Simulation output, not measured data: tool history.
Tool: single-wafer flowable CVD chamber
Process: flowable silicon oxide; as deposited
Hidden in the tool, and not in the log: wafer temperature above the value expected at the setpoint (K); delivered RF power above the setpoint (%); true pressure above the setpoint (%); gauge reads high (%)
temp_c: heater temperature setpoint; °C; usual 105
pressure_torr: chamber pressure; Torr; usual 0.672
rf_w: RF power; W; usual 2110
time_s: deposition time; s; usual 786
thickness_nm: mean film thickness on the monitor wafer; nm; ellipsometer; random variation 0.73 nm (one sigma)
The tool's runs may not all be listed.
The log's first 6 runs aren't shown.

| run | day | temp_c | pressure_torr | rf_w | time_s | wafers since the last listed run | hours since the last thermocouple change | hours since the last RF generator calibration | hours since the last manometer calibration | hours since the showerhead was replaced | hours since the gauge calibration | read-back reference wafer on the same gauge, thickness_nm | thickness_nm |
|---|---|---|---|---|---|---|---|---|---|---|---|---|---|
| 7 | 6.892 | 105 | 0.672 | 2110 | 786 | 87 | 116 | 232.1 | 26.3 | 126.4 | 487.7 | 274.909 | 309.968 |
| 8 | 7.583 | 115 | 0.672 | 2110 | 939 | 58 | 132.6 | 248.7 | 42.9 | 143 | 504.3 | 274.778 | 260.815 |
| 9 | 8.275 | 105 | 0.672 | 2110 | 746 | 58 | 149.2 | 265.3 | 59.5 | 159.6 | 520.9 | 275.239 | 294.305 |
| 10 | 9.725 | 105 | 0.672 | 2110 | 786 | 121 | 184 | 300.1 | 94.3 | 194.4 | 555.7 | 274.731 | 309.886 |
| 11 | 11.133 | 105 | 0.672 | 2110 | 907 | 118 | 217.8 | 333.9 | 128.1 | 228.2 | 589.5 | 274.815 | 357.518 |
| 12 | 11.733 | 116 | 0.672 | 1885 | 786 | 50 | 232.2 | 348.3 | 142.5 | 242.6 | 603.9 | 274.885 | 206.304 |
| 13 | 13.038 | 105 | 0.672 | 2110 | 786 | 109 | 263.5 | 379.6 | 173.8 | 273.9 | 635.2 | 274.943 | 309.844 |
| 14 | 13.55 | 115 | 0.787 | 2445 | 883 | 43 | 275.8 | 391.9 | 186.1 | 286.2 | 647.5 | 274.732 | 294.637 |
| 15 | 14.083 | 105 | 0.672 | 1890 | 706 | 44 | 288.6 | 404.7 | 198.9 | 299 | 660.3 | 274.939 | 273.259 |
|  | 14.504 | gauge calibrated |
| 16 | 17.592 | 105 | 0.563 | 2000 | 726 | 295 | 372.8 | 488.9 | 283.1 | 383.2 | 74.1 | 274.812 | 237.776 |
| 17 | 18.221 | 93 | 0.672 | 2255 | 734 | 52 | 387.9 | 504 | 298.2 | 398.3 | 89.2 | 274.741 | 454.208 |
| 18 | 19.325 | 105 | 0.598 | 2305 | 870 | 92 | 414.4 | 530.5 | 324.7 | 424.8 | 115.7 | 275.027 | 310.428 |
| 19 | 19.875 | 95 | 0.672 | 2110 | 668 | 46 | 427.6 | 543.7 | 337.9 | 438 | 128.9 | 275.104 | 380.214 |
| 20 | 20.779 | 105 | 0.672 | 2110 | 786 | 76 | 449.3 | 565.4 | 359.6 | 459.7 | 150.6 | 274.75 | 310.103 |
| 21 | 21.538 | 105 | 0.672 | 1890 | 706 | 63 | 467.5 | 583.6 | 377.8 | 477.9 | 168.8 | 275.142 | 273.098 |
| 22 | 22.071 | 105 | 0.672 | 2110 | 786 | 44 | 480.3 | 596.4 | 390.6 | 490.7 | 181.6 | 275.099 | 309.68 |
| 23 | 22.896 | 100 | 0.547 | 2110 | 786 | 69 | 500.1 | 616.2 | 410.4 | 510.5 | 201.4 | 274.693 | 304.692 |
| 24 | 23.558 | 105 | 0.575 | 2110 | 786 | 55 | 516 | 632.1 | 426.3 | 526.4 | 217.3 | 275.449 | 266.995 |
| 25 | 24.371 | 105 | 0.672 | 2110 | 786 | 68 | 535.5 | 651.6 | 445.8 | 545.9 | 236.8 | 275.018 | 310.517 |
| 26 | 24.971 | 105 | 0.593 | 2110 | 786 | 50 | 549.9 | 666 | 460.2 | 560.3 | 251.2 | 275.156 | 273.279 |
| 27 | 25.675 | 97 | 0.54 | 2460 | 649 | 59 | 566.8 | 682.9 | 477.1 | 577.2 | 268.1 | 274.785 | 283.384 |
| 28 | 26.679 | 100 | 0.672 | 2110 | 888 | 84 | 590.9 | 707 | 501.2 | 601.3 | 292.2 | 274.772 | 422.575 |
| 29 | 27.583 | 105 | 0.672 | 2110 | 904 | 76 | 612.6 | 728.7 | 522.9 | 623 | 313.9 | 274.879 | 356.51 |
| 30 | 28.796 | 113 | 0.594 | 2110 | 866 | 102 | 641.7 | 757.8 | 552 | 652.1 | 343 | 275.061 | 228.287 |

3 ways to go on from here, each from the tool as it stands after run 30. What would each give?
| A | 28.821 | 105 | 0.672 | 2110 | 786 | 2 | 642.3 | 758.4 | 552.6 | 652.7 | 343.6 | ? | ? |
| B | 28.821 | 92 | 0.815 | 2410 | 786 | 2 | 642.3 | 758.4 | 552.6 | 652.7 | 343.6 | ? | ? |
| C | 28.821 | 110 | 0.672 | 2110 | 864 | 2 | 642.3 | 758.4 | 552.6 | 652.7 | 343.6 | ? | ? |

| run | read-back reference wafer on the same gauge, thickness_nm | thickness_nm |
|---|---|---|
| A | 274.83 | 309.754 |
| B | 274.83 | 619.7 |
| C | 274.83 | 284.247 |
Without the tool's hidden state the same runs would have given:
| run | thickness_nm |
|---|---|
| A | 309.754 |
| B | 619.7 |
| C | 284.247 |
